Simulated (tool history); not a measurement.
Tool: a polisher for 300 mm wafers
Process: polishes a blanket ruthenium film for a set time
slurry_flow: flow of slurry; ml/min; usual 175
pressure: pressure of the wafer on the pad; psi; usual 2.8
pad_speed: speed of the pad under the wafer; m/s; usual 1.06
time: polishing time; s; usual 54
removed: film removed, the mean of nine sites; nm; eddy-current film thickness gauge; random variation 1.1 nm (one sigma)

run	hour	slurry_flow	pressure	pad_speed	time	incoming thickness of the incoming film, nm	removed
1	0.0	175	2.8	0.94	54	388.9	86.3
# hour 1.9: worn pad replaced by a new one
2	8.5	175	2.8	1.06	45	388.7	79.8
3	16.5	175	2.8	1.06	45	388.6	78.5
4	32.6	175	2.8	1.06	54	387.2	93.4
5	47.2	175	2.8	1.06	54	394.6	92.5
# hour 57.9: worn pad replaced by a new one, of another model than before
6	58.4	175	2.6	1.06	54	393.8	91.2
7	75.1	175	2.6	1.06	54	388.5	88.6
8	83.8	175	2.6	1.06	54	389.2	87.2
9	96.3	175	2.8	1.06	68	388.7	114.0
10	107.3	230	1.9	0.72	54	384.5	61.1
# hour 121.6: worn pad replaced by a new one
# hour 122.0: head pressure recalibrated
11	122.5	230	1.8	0.84	35	386.6	42.4
# hour 136.0: slurry nozzle cleaned
12	137.4	175	2.8	1.06	69	386.9	122.6
13	148.6	200	2.2	1.06	54	396.4	80.2
14	154.9	175	2.8	0.96	54	388.7	89.3
15	168.5	130	1.9	1.06	44	386.2	51.2
16	175.6	175	2.8	1.06	54	390.6	93.1

Forecast each of these 3 alternatives for the next run:
A	176.0	175	2.8	0.68	54	387.1	?
B	176.0	205	2.1	1.06	54	387.1	?
C	176.0	130	2.8	0.86	54	387.1	?

run	removed
A	76.4
B	77.3
C	76.5
Without the tool's hidden state the same runs would have given:
run	removed
A	80.2
B	81.1
C	80.2
